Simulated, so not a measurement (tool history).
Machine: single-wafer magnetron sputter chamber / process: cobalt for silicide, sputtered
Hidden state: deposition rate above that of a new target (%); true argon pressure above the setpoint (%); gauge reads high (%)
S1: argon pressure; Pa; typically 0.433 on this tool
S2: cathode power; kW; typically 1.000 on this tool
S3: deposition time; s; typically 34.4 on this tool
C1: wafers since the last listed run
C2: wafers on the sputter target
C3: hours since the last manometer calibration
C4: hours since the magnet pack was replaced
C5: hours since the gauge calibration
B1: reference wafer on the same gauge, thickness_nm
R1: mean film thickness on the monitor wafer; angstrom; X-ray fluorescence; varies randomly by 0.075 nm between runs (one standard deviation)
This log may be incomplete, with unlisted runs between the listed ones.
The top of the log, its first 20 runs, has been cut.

run   hour     S1     S2    S3   C1    C2      C3      C4     C5      B1      R1
 21  273.0  0.600  1.000  29.4  211  4294  2951.1  9636.2  374.3  15.717  125.88
 22  283.1  0.600  1.100  41.1  217  4512  2961.2  9646.3  384.4  15.683  191.70
     295.4  -- sputter target and shields replaced
 23  295.9  0.433  1.000  34.4  103    10  2974.0  9659.1  397.2  15.715  159.12
     300.0  -- gauge calibrated
     318.8  -- capacitance manometer re-zeroed and calibrated
     325.6  -- magnet pack replaced
 24  329.3  0.433  0.750  40.4  399   410    10.5     3.7   29.3  15.675  144.42
 25  345.2  0.433  1.000  34.4  343   753    26.4    19.6   45.2  15.689  157.35
 26  357.2  0.572  0.750  37.4  259  1012    38.4    31.6   57.2  15.705  125.88
 27  380.1  0.531  1.000  29.4  494  1507    61.3    54.5   80.1  15.678  128.95
 28  390.7  0.433  1.000  34.4  228  1735    71.9    65.1   90.7  15.692  157.46
 29  398.7  0.566  1.000  34.4  172  1908    79.9    73.1   98.7  15.700  149.35
 30  415.3  0.433  1.000  34.4  358  2266    96.5    89.7  115.3  15.697  157.46
 31  425.4  0.282  0.750  30.8  217  2484   106.6    99.8  125.4  15.719  117.47
 32  439.9  0.433  1.150  32.4  312  2797   121.1   114.3  139.9  15.713  168.52
 33  453.1  0.433  0.850  34.4  284  3082   134.3   127.5  153.1  15.705  136.27

What does the tool deliver on the next run?
 34  464.1  0.433  1.000  39.4  237  3320  145.3  138.5  164.1   ?   ?

B1: 15.707
R1: 179.60 angstrom
On a tool with no hidden condition, and with the same random variation, this run would have come out at R1 179.60 angstrom.

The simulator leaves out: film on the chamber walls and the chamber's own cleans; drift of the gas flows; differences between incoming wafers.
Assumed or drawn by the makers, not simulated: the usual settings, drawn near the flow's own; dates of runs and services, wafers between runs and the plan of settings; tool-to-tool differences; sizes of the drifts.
